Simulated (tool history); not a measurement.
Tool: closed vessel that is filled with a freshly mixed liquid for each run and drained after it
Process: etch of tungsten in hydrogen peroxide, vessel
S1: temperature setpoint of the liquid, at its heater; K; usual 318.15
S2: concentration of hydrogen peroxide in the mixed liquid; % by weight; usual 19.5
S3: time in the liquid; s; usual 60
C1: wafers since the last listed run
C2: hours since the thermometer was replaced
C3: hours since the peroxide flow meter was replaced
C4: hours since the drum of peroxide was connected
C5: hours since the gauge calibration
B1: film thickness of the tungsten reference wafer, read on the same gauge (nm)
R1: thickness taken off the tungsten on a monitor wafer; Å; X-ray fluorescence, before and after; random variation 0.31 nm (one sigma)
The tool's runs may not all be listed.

run,day,S1,S2,S3,C1,C2,C3,C4,C5,B1,R1
1,0,323.15,19.5,60,0,1469.4,834.2,433.1,690.3,139.98,508.3
2,2.542,323.15,19.5,60,8130,1530.4,895.2,494.1,751.3,139.97,512.1
3,4.729,318.15,16,60,6997,1582.9,947.7,546.6,803.8,140,335.4
4,6.854,311.65,19.5,60,6797,1633.9,998.7,597.6,854.8,139.99,245.5
5,9.946,311.65,19.5,60,9890,1708.1,1072.9,671.8,929,140.02,245.8
6,13.667,311.65,19.5,60,11902,1797.4,1162.2,761.1,1018.3,139.99,245.9
7,15.346,318.15,19.5,60,5371,1837.7,1202.5,801.4,1058.6,139.98,381.2
8,19.504,318.15,19.5,60,13302,1937.5,1302.3,901.2,1158.4,139.98,372.4
# day 20.7: new drum of peroxide connected
9,22.938,318.15,19.5,60,10849,2019.9,1384.7,53.7,1240.8,140.01,374.3
10,25.683,318.15,19.5,60,8783,2085.8,1450.6,119.6,1306.7,140,372.6
11,37.225,318.15,19.5,60,36921,2362.8,1727.6,396.6,1583.7,139.99,373.6
12,40.171,318.15,19.5,60,9423,2433.5,1798.3,467.3,1654.4,139.98,377.8
# day 41.417: peroxide flow meter replaced
13,42.833,318.15,19.5,60,8383,2497.4,34,531.2,1718.3,140.03,379.1
14,46.558,318.15,19.5,60,11916,2586.8,123.4,620.6,1807.7,140.02,378.7
15,49.146,318.15,19.5,60,8277,2648.9,185.5,682.7,1869.8,140.02,385.6
16,51.212,328.15,24.5,90,6611,2698.5,235.1,732.3,1919.4,140,1196.6
17,53.304,314.15,19.5,60,6691,2748.7,285.3,782.5,1969.6,139.99,298.4
# day 54.454: gauge calibrated
# day 56.388: new drum of peroxide connected
18,57.442,309.15,14.5,85,13102,2848,384.6,25.3,71.7,139.97,258.5
19,60.392,318.15,25,60,9436,2918.8,455.4,96.1,142.5,140.02,427.6
# day 63.1: thermometer replaced
20,63.65,318.15,19.5,60,10290,13.2,533.6,174.3,220.7,140,350.5
21,66.042,309.15,19.5,60,7650,70.6,591,231.7,278.1,140.02,195.3
22,69.717,318.15,21.5,60,11756,158.8,679.2,319.9,366.3,140.02,371.7
23,73.138,318.15,15,70,10943,240.9,761.3,402,448.4,139.99,372
24,84.421,318.15,13.5,60,36095,511.7,1032.1,672.8,719.2,139.97,299.3
25,86.646,318.15,19.5,70,7117,565.1,1085.5,726.2,772.6,140,426.7
26,90.583,318.15,19.5,60,12595,659.6,1180,820.7,867.1,140.03,366.9
# day 92.146: new drum of peroxide connected
27,92.167,318.15,19.5,60,4931,697.6,1218,0.5,905.1,140.03,367
28,95.683,318.15,19.5,60,11249,782,1302.4,84.9,989.5,140.01,366.6
29,107.262,312.65,19.5,45,37041,1059.9,1580.3,362.8,1267.4,140.01,194.6
30,111.488,325.65,21,40,13515,1161.3,1681.7,464.2,1368.8,140.02,398.2
31,113.55,315.15,14,30,6597,1210.8,1731.2,513.7,1418.3,139.99,127.6

3 ways to go on from here, each from the tool as it stands after run 31. What would each give?
A,113.579,318.15,19.5,40,93,1211.5,1731.9,514.4,1419,?,?
B,113.579,309.15,14.5,80,93,1211.5,1731.9,514.4,1419,?,?
C,113.579,308.65,17,30,93,1211.5,1731.9,514.4,1419,?,?

run,B1,R1
A,140.04,248.3
B,140.04,239.4
C,140.04,94
Without the tool's hidden state the same runs would have given:
run,R1
A,238.2
B,229.1
C,90
